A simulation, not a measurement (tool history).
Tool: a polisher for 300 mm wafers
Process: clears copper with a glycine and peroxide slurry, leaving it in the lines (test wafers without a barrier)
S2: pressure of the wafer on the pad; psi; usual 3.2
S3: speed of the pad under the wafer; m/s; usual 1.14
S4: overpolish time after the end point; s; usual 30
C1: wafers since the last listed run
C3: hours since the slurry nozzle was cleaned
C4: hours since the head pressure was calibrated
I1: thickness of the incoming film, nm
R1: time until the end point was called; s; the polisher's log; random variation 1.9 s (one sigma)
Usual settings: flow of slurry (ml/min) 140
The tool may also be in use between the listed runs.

Run 1, hour 0.0: usual settings but S4 16 s; C1 0; wafers polished on this pad 520; C3 50.5; C4 229.4; I1 771.2. Result: R1 99.9 s.
Run 2, hour 56.2: usual settings; C1 349; wafers polished on this pad 870; C3 106.7; C4 285.6; I1 775.4. Result: R1 101.0 s.
Run 3, hour 118.0: usual settings; C1 384; wafers polished on this pad 1255; C3 168.5; C4 347.4; I1 764.7. Result: R1 97.4 s.
At hour 168.6: head pressure recalibrated.
Run 4, hour 179.5: usual settings; C1 370; wafers polished on this pad 1625; C3 230.0; C4 10.9; I1 775.7. Result: R1 102.6 s.
Run 5, hour 259.3: usual settings; C1 496; wafers polished on this pad 2122; C3 309.8; C4 90.7; I1 777.2. Result: R1 101.4 s.
At hour 272.9: worn pad replaced by a new one.
Run 6, hour 334.8: usual settings; C1 445; wafers polished on this pad 385; C3 385.3; C4 166.2; I1 766.2. Result: R1 99.9 s.
At hour 340.3: slurry nozzle cleaned.
Run 7, hour 409.3: usual settings; C1 457; wafers polished on this pad 842; C3 69.0; C4 240.7; I1 776.3. Result: R1 104.5 s.
Run 8, hour 450.6: usual settings; C1 257; wafers polished on this pad 1099; C3 110.3; C4 282.0; I1 782.5. Result: R1 104.9 s.
Run 9, hour 501.2: usual settings; C1 315; wafers polished on this pad 1414; C3 160.9; C4 332.6; I1 771.7. Result: R1 101.5 s.
Run 10, hour 585.1: usual settings but S4 18 s; C1 522; wafers polished on this pad 1937; C3 244.8; C4 416.5; I1 778.3. Result: R1 103.5 s.
At hour 621.2: head pressure recalibrated.
At hour 632.4: worn pad replaced by a new one.
Run 11, hour 683.0: usual settings; C1 572; wafers polished on this pad 314; C3 342.7; C4 61.8; I1 772.8. Result: R1 101.4 s.
Run 12, hour 784.0: usual settings; C1 628; wafers polished on this pad 943; C3 443.7; C4 162.8; I1 766.1. Result: R1 96.9 s.
At hour 786.5: slurry nozzle cleaned.
Run 13, hour 874.9: usual settings but flow of slurry (ml/min) 125, S2 3.7 psi, S3 0.92 m/s; C1 559; wafers polished on this pad 1503; C3 88.4; C4 253.7; I1 775.3. Result: R1 107.7 s.
Run 14, hour 979.8: usual settings; C1 653; wafers polished on this pad 2156; C3 193.3; C4 358.6; I1 777.1. Result: R1 100.0 s.
Run 15, hour 1021.1: usual settings; C1 257; wafers polished on this pad 2413; C3 234.6; C4 399.9; I1 775.0. Result: R1 100.0 s.
At hour 1053.4: worn pad replaced by a new one.
Run 16, hour 1066.3: usual settings but flow of slurry (ml/min) 165, S2 2.5 psi; C1 256; wafers polished on this pad 80; C3 279.8; C4 445.1; I1 779.5. Result: R1 121.0 s.
At hour 1094.7: head pressure recalibrated.
At hour 1214.9: slurry nozzle cleaned.
Run 17, hour 1366.2: usual settings but S3 1.42 m/s; C1 1848; wafers polished on this pad 1928; C3 151.3; C4 271.5; I1 770.6. Result: R1 85.9 s.
Run 18, hour 1412.9: usual settings but S4 44 s; C1 290; wafers polished on this pad 2219; C3 198.0; C4 318.2; I1 784.0. Result: R1 99.1 s.
At hour 1449.7: worn pad replaced by a new one.
At hour 1478.3: head pressure recalibrated.
Run 19, hour 1511.3: usual settings but S2 2.3 psi; C1 575; wafers polished on this pad 371; C3 296.4; C4 33.0; I1 789.2. Result: R1 139.5 s.
At hour 1637.9: slurry nozzle cleaned.
Run 20, hour 1726.4: usual settings but S2 3.7 psi, S3 1.02 m/s, S4 24 s; C1 1332; wafers polished on this pad 1703; C3 88.5; C4 248.1; I1 774.4. Result: R1 97.3 s.
Run 21, hour 1797.1: usual settings but flow of slurry (ml/min) 110; C1 440; wafers polished on this pad 2144; C3 159.2; C4 318.8; I1 769.3. Result: R1 107.0 s.
At hour 1833.4: worn pad replaced by a new one.
Run 22, hour 1884.9: usual settings; C1 521; wafers polished on this pad 320; C3 247.0; C4 406.6; I1 783.3. Result: R1 99.6 s.
At hour 1930.1: head pressure recalibrated.
Run 23, hour 1990.3: usual settings but S3 1.00 m/s, S4 13 s; C1 643; wafers polished on this pad 964; C3 352.4; C4 60.2; I1 792.4. Result: R1 115.2 s.
At hour 2000.2: slurry nozzle cleaned.
Run 24, hour 2059.2: usual settings but flow of slurry (ml/min) 105, S2 3.5 psi; C1 422; wafers polished on this pad 1386; C3 59.0; C4 129.1; I1 771.6. Result: R1 98.2 s.

4 ways to go on from here, each from the tool as it stands after run 24. What would each give?
Run A, hour 2059.7: usual settings; C1 3; wafers polished on this pad 1390; C3 59.5; C4 129.6; I1 783.4. Result: R1 ?.
Run B, hour 2059.7: usual settings but S2 4.0 psi; C1 3; wafers polished on this pad 1390; C3 59.5; C4 129.6; I1 783.4. Result: R1 ?.
Run C, hour 2059.7: usual settings but flow of slurry (ml/min) 180, S2 2.8 psi, S4 37 s; C1 3; wafers polished on this pad 1390; C3 59.5; C4 129.6; I1 783.4. Result: R1 ?.
Run D, hour 2059.7: usual settings but S2 3.5 psi, S3 0.82 m/s, S4 39 s; C1 3; wafers polished on this pad 1390; C3 59.5; C4 129.6; I1 783.4. Result: R1 ?.

run     R1
  A  100.0
  B   82.3
  C  107.7
  D  115.7
Without the tool's hidden state the same runs would have given:
run     R1
  A  100.0
  B   82.3
  C  107.7
  D  115.7
